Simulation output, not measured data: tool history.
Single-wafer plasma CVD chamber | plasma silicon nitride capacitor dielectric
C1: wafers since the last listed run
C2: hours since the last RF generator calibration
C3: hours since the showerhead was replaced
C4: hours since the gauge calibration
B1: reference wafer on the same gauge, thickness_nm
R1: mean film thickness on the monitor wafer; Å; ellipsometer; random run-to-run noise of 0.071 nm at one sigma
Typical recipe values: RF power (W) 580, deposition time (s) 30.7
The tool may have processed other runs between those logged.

{"run": 1, "hour": 0.0, "RF power (W)": 580, "deposition time (s)": 30.7, "C1": 0, "C2": 1596.0, "C3": 6985.6, "C4": 169.3, "B1": 47.391, "R1": 474.31}
{"run": 2, "hour": 12.9, "RF power (W)": 580, "deposition time (s)": 30.7, "C1": 230, "C2": 1608.9, "C3": 6998.5, "C4": 182.2, "B1": 47.404, "R1": 474.42}
{"run": 3, "hour": 22.3, "RF power (W)": 580, "deposition time (s)": 30.7, "C1": 167, "C2": 1618.3, "C3": 7007.9, "C4": 191.6, "B1": 47.402, "R1": 474.99}
{"run": 4, "hour": 30.0, "RF power (W)": 580, "deposition time (s)": 30.7, "C1": 137, "C2": 1626.0, "C3": 7015.6, "C4": 199.3, "B1": 47.41, "R1": 473.93}
{"run": 5, "hour": 41.9, "RF power (W)": 580, "deposition time (s)": 30.7, "C1": 212, "C2": 1637.9, "C3": 7027.5, "C4": 211.2, "B1": 47.4, "R1": 474.94}
{"run": 6, "hour": 52.7, "RF power (W)": 580, "deposition time (s)": 30.7, "C1": 192, "C2": 1648.7, "C3": 7038.3, "C4": 222.0, "B1": 47.4, "R1": 474.4}
{"run": 7, "hour": 59.2, "RF power (W)": 580, "deposition time (s)": 30.7, "C1": 115, "C2": 1655.2, "C3": 7044.8, "C4": 228.5, "B1": 47.383, "R1": 474.19}
{"run": 8, "hour": 68.2, "RF power (W)": 580, "deposition time (s)": 30.7, "C1": 160, "C2": 1664.2, "C3": 7053.8, "C4": 237.5, "B1": 47.397, "R1": 474.23}
{"run": 9, "hour": 81.8, "RF power (W)": 580, "deposition time (s)": 34.2, "C1": 242, "C2": 1677.8, "C3": 7067.4, "C4": 251.1, "B1": 47.398, "R1": 528.97}
{"run": 10, "hour": 90.3, "RF power (W)": 580, "deposition time (s)": 34.2, "C1": 151, "C2": 1686.3, "C3": 7075.9, "C4": 259.6, "B1": 47.401, "R1": 529.62}
{"run": 11, "hour": 106.0, "RF power (W)": 580, "deposition time (s)": 30.7, "C1": 279, "C2": 1702.0, "C3": 7091.6, "C4": 275.3, "B1": 47.404, "R1": 475.08}
{"run": 12, "hour": 117.3, "RF power (W)": 580, "deposition time (s)": 30.7, "C1": 201, "C2": 1713.3, "C3": 7102.9, "C4": 286.6, "B1": 47.382, "R1": 474.13}
{"run": 13, "hour": 133.4, "RF power (W)": 580, "deposition time (s)": 30.7, "C1": 287, "C2": 1729.4, "C3": 7119.0, "C4": 302.7, "B1": 47.401, "R1": 474.61}
{"run": 14, "hour": 140.0, "RF power (W)": 555, "deposition time (s)": 33.8, "C1": 117, "C2": 1736.0, "C3": 7125.6, "C4": 309.3, "B1": 47.406, "R1": 518.23}
{"hour": 155.9, "done": "RF generator calibrated"}
{"run": 15, "hour": 182.8, "RF power (W)": 555, "deposition time (s)": 33.8, "C1": 620, "C2": 26.9, "C3": 7168.4, "C4": 352.1, "B1": 47.404, "R1": 517.84}
{"run": 16, "hour": 190.7, "RF power (W)": 580, "deposition time (s)": 30.7, "C1": 140, "C2": 34.8, "C3": 7176.3, "C4": 360.0, "B1": 47.41, "R1": 475.87}
{"run": 17, "hour": 204.5, "RF power (W)": 665, "deposition time (s)": 30.7, "C1": 246, "C2": 48.6, "C3": 7190.1, "C4": 373.8, "B1": 47.405, "R1": 488.78}
{"hour": 217.0, "done": "showerhead replaced"}
{"run": 18, "hour": 222.4, "RF power (W)": 525, "deposition time (s)": 36.1, "C1": 176, "C2": 66.5, "C3": 5.4, "C4": 391.7, "B1": 47.385, "R1": 548.5}
{"run": 19, "hour": 238.5, "RF power (W)": 625, "deposition time (s)": 30.7, "C1": 287, "C2": 82.6, "C3": 21.5, "C4": 407.8, "B1": 47.391, "R1": 482.72}
{"run": 20, "hour": 246.5, "RF power (W)": 580, "deposition time (s)": 28.8, "C1": 142, "C2": 90.6, "C3": 29.5, "C4": 415.8, "B1": 47.413, "R1": 444.46}
{"run": 21, "hour": 263.3, "RF power (W)": 615, "deposition time (s)": 30.7, "C1": 299, "C2": 107.4, "C3": 46.3, "C4": 432.6, "B1": 47.409, "R1": 481.5}
{"run": 22, "hour": 277.4, "RF power (W)": 635, "deposition time (s)": 25.0, "C1": 251, "C2": 121.5, "C3": 60.4, "C4": 446.7, "B1": 47.389, "R1": 393.87}
{"run": 23, "hour": 287.4, "RF power (W)": 580, "deposition time (s)": 35.4, "C1": 178, "C2": 131.5, "C3": 70.4, "C4": 456.7, "B1": 47.411, "R1": 549.07}
{"run": 24, "hour": 299.9, "RF power (W)": 640, "deposition time (s)": 28.3, "C1": 222, "C2": 144.0, "C3": 82.9, "C4": 469.2, "B1": 47.406, "R1": 446.94}
{"run": 25, "hour": 329.5, "RF power (W)": 660, "deposition time (s)": 32.5, "C1": 527, "C2": 173.6, "C3": 112.5, "C4": 498.8, "B1": 47.388, "R1": 515.78}
{"hour": 331.9, "done": "gauge calibrated"}
{"run": 26, "hour": 345.6, "RF power (W)": 670, "deposition time (s)": 33.0, "C1": 287, "C2": 189.7, "C3": 128.6, "C4": 13.7, "B1": 47.395, "R1": 526.83}
{"run": 27, "hour": 361.4, "RF power (W)": 470, "deposition time (s)": 32.8, "C1": 281, "C2": 205.5, "C3": 144.4, "C4": 29.5, "B1": 47.404, "R1": 486.01}
{"run": 28, "hour": 372.7, "RF power (W)": 690, "deposition time (s)": 24.9, "C1": 201, "C2": 216.8, "C3": 155.7, "C4": 40.8, "B1": 47.406, "R1": 398.96}
{"run": 29, "hour": 384.8, "RF power (W)": 670, "deposition time (s)": 28.0, "C1": 215, "C2": 228.9, "C3": 167.8, "C4": 52.9, "B1": 47.386, "R1": 445.93}
{"run": 30, "hour": 391.8, "RF power (W)": 580, "deposition time (s)": 30.7, "C1": 124, "C2": 235.9, "C3": 174.8, "C4": 59.9, "B1": 47.408, "R1": 474.55}
{"run": 31, "hour": 403.4, "RF power (W)": 580, "deposition time (s)": 30.7, "C1": 206, "C2": 247.5, "C3": 186.4, "C4": 71.5, "B1": 47.407, "R1": 474.98}
{"run": 32, "hour": 420.0, "RF power (W)": 580, "deposition time (s)": 30.7, "C1": 295, "C2": 264.1, "C3": 203.0, "C4": 88.1, "B1": 47.389, "R1": 475.24}
{"run": 33, "hour": 426.2, "RF power (W)": 580, "deposition time (s)": 30.7, "C1": 110, "C2": 270.3, "C3": 209.2, "C4": 94.3, "B1": 47.4, "R1": 474.84}
{"run": 34, "hour": 436.0, "RF power (W)": 615, "deposition time (s)": 34.5, "C1": 174, "C2": 280.1, "C3": 219.0, "C4": 104.1, "B1": 47.396, "R1": 540.66}

What differs in the tool's unlogged condition from the final listed run ahead of each entry between runs to the first listed run following it?
Logged between run 14 and run 15: RF generator calibrated (hour 155.9)
  nothing in the hidden state changes from one run to the other
Logged between run 17 and run 18: showerhead replaced (hour 217.0)
  nothing in the hidden state changes from one run to the other
Logged between run 25 and run 26: gauge calibrated (hour 331.9)
  nothing in the hidden state changes from one run to the other

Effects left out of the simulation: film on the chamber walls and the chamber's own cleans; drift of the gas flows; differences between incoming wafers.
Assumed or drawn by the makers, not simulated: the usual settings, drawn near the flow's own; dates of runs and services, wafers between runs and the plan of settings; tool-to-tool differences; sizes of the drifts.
